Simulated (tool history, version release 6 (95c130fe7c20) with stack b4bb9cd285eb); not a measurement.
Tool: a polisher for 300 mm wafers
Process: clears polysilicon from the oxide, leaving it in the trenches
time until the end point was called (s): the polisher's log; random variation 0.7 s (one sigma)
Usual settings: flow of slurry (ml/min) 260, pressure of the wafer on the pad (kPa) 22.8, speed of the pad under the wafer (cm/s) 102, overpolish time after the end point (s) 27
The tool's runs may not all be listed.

| run | hour | flow of slurry (ml/min) | pressure of the wafer on the pad (kPa) | speed of the pad under the wafer (cm/s) | overpolish time after the end point (s) | wafers since the last listed run | wafers polished on this pad | hours since the slurry nozzle was cleaned | hours since the head pressure was calibrated | incoming thickness of the incoming film, nm | time until the end point was called (s) |
|---|---|---|---|---|---|---|---|---|---|---|---|
| 1 | 0.0 | 260 | 22.8 | 102 | 27 | 0 | 61 | 60.4 | 279.8 | 594.9 | 40.0 |
| 2 | 80.6 | 260 | 22.8 | 102 | 27 | 482 | 544 | 141.0 | 360.4 | 597.0 | 42.1 |
| 3 | 152.8 | 260 | 20.0 | 120 | 27 | 432 | 977 | 213.2 | 432.6 | 594.5 | 42.9 |
| 4 | 214.5 | 260 | 22.8 | 114 | 27 | 369 | 1346 | 274.9 | 494.3 | 581.6 | 38.5 |
| 5 | 261.0 | 260 | 20.0 | 102 | 27 | 278 | 1625 | 321.4 | 540.8 | 592.5 | 53.1 |
|  | 281.9 | worn pad replaced by a new one |
| 6 | 311.2 | 260 | 22.8 | 102 | 27 | 276 | 175 | 371.6 | 591.0 | 594.9 | 39.3 |
| 7 | 369.8 | 260 | 22.8 | 102 | 27 | 351 | 526 | 430.2 | 649.6 | 598.2 | 40.8 |
| 8 | 441.7 | 260 | 26.9 | 102 | 27 | 430 | 957 | 502.1 | 721.5 | 589.3 | 35.6 |
|  | 483.9 | slurry nozzle cleaned |
|  | 651.1 | worn pad replaced by a new one |
| 9 | 671.2 | 225 | 26.2 | 102 | 27 | 1344 | 120 | 187.3 | 951.0 | 598.1 | 36.7 |
| 10 | 743.5 | 225 | 26.2 | 102 | 27 | 433 | 553 | 259.6 | 1023.3 | 590.1 | 37.7 |
| 11 | 847.3 | 225 | 26.2 | 102 | 27 | 621 | 1175 | 363.4 | 1127.1 | 596.6 | 41.4 |
| 12 | 906.3 | 260 | 22.8 | 102 | 37 | 353 | 1528 | 422.4 | 1186.1 | 595.6 | 46.9 |
|  | 942.6 | worn pad replaced by a new one |
| 13 | 946.6 | 215 | 29.6 | 122 | 36 | 217 | 24 | 462.7 | 1226.4 | 596.0 | 30.0 |
|  | 964.0 | slurry nozzle cleaned |
| 14 | 1005.8 | 260 | 22.8 | 72 | 27 | 348 | 372 | 41.8 | 1285.6 | 584.1 | 57.8 |
| 15 | 1097.5 | 175 | 14.5 | 130 | 12 | 549 | 922 | 133.5 | 1377.3 | 583.0 | 64.6 |
| 16 | 1175.1 | 170 | 22.8 | 120 | 35 | 464 | 1386 | 211.1 | 1454.9 | 598.9 | 45.5 |
| 17 | 1247.5 | 260 | 22.8 | 102 | 11 | 433 | 1820 | 283.5 | 1527.3 | 594.6 | 52.3 |
|  | 1260.9 | worn pad replaced by a new one |
|  | 1277.7 | head pressure recalibrated |
| 18 | 1306.4 | 230 | 29.6 | 130 | 27 | 316 | 260 | 342.4 | 28.7 | 589.5 | 25.4 |
| 19 | 1372.9 | 225 | 26.2 | 102 | 27 | 398 | 658 | 408.9 | 95.2 | 592.2 | 35.1 |
|  | 1474.5 | slurry nozzle cleaned |
| 20 | 1479.4 | 260 | 22.8 | 102 | 27 | 631 | 1290 | 4.9 | 201.7 | 586.2 | 41.7 |
| 21 | 1564.6 | 235 | 22.8 | 70 | 27 | 510 | 1800 | 90.1 | 286.9 | 595.7 | 58.0 |
|  | 1590.7 | worn pad replaced by a new one |
| 22 | 1654.5 | 235 | 27.6 | 102 | 37 | 514 | 381 | 180.0 | 376.8 | 591.6 | 34.0 |

How the hidden state differs across the entries between the runs, from the last listed run before each to the first after it:
Between runs 5 and 6: worn pad replaced by a new one (hour 281.9)
  removal rate lost through wear of the pad, %: 12.3 -> 1.17; deviation of the head's pressure from its setpoint, %: -2.81 -> -3.16
  measured less the result without the state, time until the end point was called (s): +7.8 -> +1.7
Between runs 8 and 9: slurry nozzle cleaned (hour 483.9); worn pad replaced by a new one (hour 651.1)
  removal rate lost through wear of the pad, %: 5.9 -> 1.08; deviation of the head's pressure from its setpoint, %: -4.21 -> -6.56
  measured less the result without the state, time until the end point was called (s): +3.5 -> +2.8
Between runs 12 and 13: worn pad replaced by a new one (hour 942.6)
  removal rate lost through wear of the pad, %: 9.61 -> 1.34; deviation of the head's pressure from its setpoint, %: -9.63 -> -10.2
  measured less the result without the state, time until the end point was called (s): +8.6 -> +3.4
Between runs 13 and 14: slurry nozzle cleaned (hour 964.0)
  removal rate lost through wear of the pad, %: 1.34 -> 3.49; deviation of the head's pressure from its setpoint, %: -10.2 -> -11.1
  measured less the result without the state, time until the end point was called (s): +3.4 -> +8.2
Between runs 17 and 18: worn pad replaced by a new one (hour 1260.9); head pressure recalibrated (hour 1277.7)
  removal rate lost through wear of the pad, %: 12.3 -> 3.85; deviation of the head's pressure from its setpoint, %: -15.3 -> -0.387
  measured less the result without the state, time until the end point was called (s): +13.5 -> +1.1
Between runs 19 and 20: slurry nozzle cleaned (hour 1474.5)
  removal rate lost through wear of the pad, %: 6.26 -> 10.1; deviation of the head's pressure from its setpoint, %: -0.437 -> -0.631
  measured less the result without the state, time until the end point was called (s): +2.3 -> +4.5
Between runs 21 and 22: worn pad replaced by a new one (hour 1590.7)
  removal rate lost through wear of the pad, %: 13.2 -> 4.23; deviation of the head's pressure from its setpoint, %: -0.886 -> -1.25
  measured less the result without the state, time until the end point was called (s): +8.1 -> +1.9

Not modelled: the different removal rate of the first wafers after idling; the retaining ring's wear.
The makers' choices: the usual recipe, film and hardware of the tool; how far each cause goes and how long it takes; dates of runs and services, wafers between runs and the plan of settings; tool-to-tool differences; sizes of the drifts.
